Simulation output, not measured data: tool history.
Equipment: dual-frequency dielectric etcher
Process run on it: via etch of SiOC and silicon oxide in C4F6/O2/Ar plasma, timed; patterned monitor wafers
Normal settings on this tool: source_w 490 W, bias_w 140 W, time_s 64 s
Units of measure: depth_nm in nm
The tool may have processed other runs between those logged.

| run | hour | source_w | bias_w | time_s | wafers since the last listed run | hours since the last wet clean | hours since the last source power generator calibration | hours since the last bias power generator calibration | hours since the last upper electrode change | hours since the gauge calibration | read-back reference wafer on the same gauge, depth_nm | depth_nm |
|---|---|---|---|---|---|---|---|---|---|---|---|---|
| 1 | 0 | 490 | 140 | 64 | 0 | 234.1 | 1962.8 | 2141.8 | 3908 | 94 | 92.9 | 79.2 |
| 2 | 19.3 | 490 | 140 | 64 | 165 | 253.4 | 1982.1 | 2161.1 | 3927.3 | 113.3 | 93 | 79.5 |
| 3 | 32.8 | 490 | 140 | 64 | 115 | 266.9 | 1995.6 | 2174.6 | 3940.8 | 126.8 | 93 | 79.2 |
| 4 | 48.6 | 490 | 140 | 64 | 135 | 282.7 | 2011.4 | 2190.4 | 3956.6 | 142.6 | 93 | 79.3 |
| 5 | 83.4 | 490 | 140 | 64 | 298 | 317.5 | 2046.2 | 2225.2 | 3991.4 | 177.4 | 93 | 79.5 |
| 6 | 102.1 | 490 | 140 | 64 | 160 | 336.2 | 2064.9 | 2243.9 | 4010.1 | 196.1 | 93 | 79.6 |
| 7 | 123.8 | 490 | 140 | 64 | 186 | 357.9 | 2086.6 | 2265.6 | 4031.8 | 217.8 | 93 | 79 |
|  | 127.2 | gauge calibrated |
| 8 | 137.9 | 430 | 140 | 64 | 121 | 372 | 2100.7 | 2279.7 | 4045.9 | 10.7 | 93 | 75.6 |
|  | 160.7 | bias power generator calibrated |
|  | 172.9 | wet clean of the chamber |
| 9 | 173.4 | 540 | 140 | 77.5 | 165 | 0.5 | 2136.2 | 12.7 | 4081.4 | 46.2 | 93 | 99.7 |
|  | 213.8 | upper electrode replaced |
| 10 | 214.3 | 490 | 140 | 64 | 145 | 41.4 | 2177.1 | 53.6 | 0.5 | 87.1 | 92.9 | 79.4 |
| 11 | 214.6 | 370 | 140 | 52.5 | 2 | 41.7 | 2177.4 | 53.9 | 0.8 | 87.4 | 93 | 58.6 |
|  | 225.7 | source power generator calibrated |
| 12 | 237.6 | 490 | 140 | 64 | 163 | 64.7 | 11.9 | 76.9 | 23.8 | 110.4 | 93 | 79.3 |
| 13 | 253.1 | 410 | 140 | 64 | 133 | 80.2 | 27.4 | 92.4 | 39.3 | 125.9 | 93 | 74.1 |
| 14 | 279.6 | 540 | 127 | 79.5 | 227 | 106.7 | 53.9 | 118.9 | 65.8 | 152.4 | 93 | 99.8 |
| 15 | 303.8 | 400 | 140 | 82.5 | 207 | 130.9 | 78.1 | 143.1 | 90 | 176.6 | 93 | 94.5 |
|  | 328.6 | gauge calibrated |
| 16 | 339.8 | 530 | 140 | 74.5 | 309 | 166.9 | 114.1 | 179.1 | 126 | 11.2 | 93 | 95.3 |

Run-by-run hidden state of the tool:
etch rate over this chamber's usual, %: 0 across all the runs
source power that arrives over what is set, %: 0 across all the runs
bias power that arrives over what is set, %: 0 across all the runs
gauge reads high (%): 0 across all the runs
